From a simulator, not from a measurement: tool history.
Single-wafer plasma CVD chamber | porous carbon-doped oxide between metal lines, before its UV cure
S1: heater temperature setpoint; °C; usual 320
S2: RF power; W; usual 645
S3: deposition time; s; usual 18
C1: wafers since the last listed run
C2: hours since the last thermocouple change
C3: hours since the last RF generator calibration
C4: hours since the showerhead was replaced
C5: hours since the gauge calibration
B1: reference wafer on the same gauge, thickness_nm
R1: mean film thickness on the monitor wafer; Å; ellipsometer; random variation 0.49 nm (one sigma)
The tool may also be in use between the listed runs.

run     day   S1   S2    S3   C1      C2      C3      C4     C5       B1       R1
  1       0  320  645    18    0  1987.6  1161.1  6465.7  350.4   105.07  1169.95
  2   0.733  320  645    18  245  2005.2  1178.7  6483.3    368  104.925  1166.14
  3   2.162  320  645    18  477  2039.5    1213  6517.6  402.3  105.082  1161.04
  4   3.533  320  645    18  458  2072.4  1245.9  6550.5  435.2  104.957  1162.74
  5    4.95  320  645    18  473  2106.4  1279.9  6584.5  469.2  104.971  1163.93
  6   5.762  320  645    18  271  2125.9  1299.4    6604  488.7   105.18  1161.28
  7   7.158  320  645    18  466  2159.4  1332.9  6637.5  522.2  105.159  1158.86
  8   9.692  320  645    18  846  2220.2  1393.7  6698.3    583  104.884  1169.83
  9  10.921  320  645  19.2  410  2249.7  1423.2  6727.8  612.5   104.91  1249.91
     12.175  -- thermocouple changed; heater temperature recalibrated
 10  12.196  320  645    18  314     0.5  1453.8  6758.4  643.1  104.965  1170.33
 11  12.538  325  645    18  114     8.7    1462  6766.6  651.3  104.936   1131.4
     13.971  -- showerhead replaced
 12  13.992  325  645    18  374    43.6  1496.9     0.5  686.2   104.96  1131.51
 13  14.671  320  645  15.8  227    59.9  1513.2    16.8  702.5  105.056  1025.37
 14   15.45  331  645    18  260    78.6  1531.9    35.5  721.2  105.146   1088.1
 15  16.121  320  645    18  224    94.7    1548    51.6  737.3  104.976  1156.58
 16  17.579  320  645    18  487   129.7    1583    86.6  772.3  104.871  1164.48
     18.071  -- gauge calibrated
 17  19.042  311  645    18  488   164.8  1618.1   121.7   23.3   104.96  1230.77
 18    19.7  320  645    18  220   180.6  1633.9   137.5   39.1  105.003     1165
 19  20.929  320  645    18  410   210.1  1663.4     167   68.6  105.028   1170.6
     22.246  -- RF generator calibrated
 20  22.367  309  615  15.9  369   244.6     2.9   201.5  103.1  104.944  1075.01
 21  23.521  332  680  15.3  385   272.3    30.6   229.2  130.8  105.018   960.34
 22  24.112  313  760    18  197   286.5    44.8   243.4    145  104.989  1339.42
 23  24.779  320  735    18  222   302.5    60.8   259.4    161  105.005  1255.61
 24  25.892  320  645    18  371   329.2    87.5   286.1  187.7  105.081  1167.12
 25  26.971  334  695  16.1  360   355.1   113.4     312  213.6  104.837  1004.62
 26  27.938  320  690    18  323   378.3   136.6   335.2  236.8   104.81  1209.03

The tool's hidden state at each run:
wafer temperature above the value expected at the setpoint (K): 0 in every run
delivered RF power above the setpoint (%): 0 in every run
gauge reads high (%): 0 in every run

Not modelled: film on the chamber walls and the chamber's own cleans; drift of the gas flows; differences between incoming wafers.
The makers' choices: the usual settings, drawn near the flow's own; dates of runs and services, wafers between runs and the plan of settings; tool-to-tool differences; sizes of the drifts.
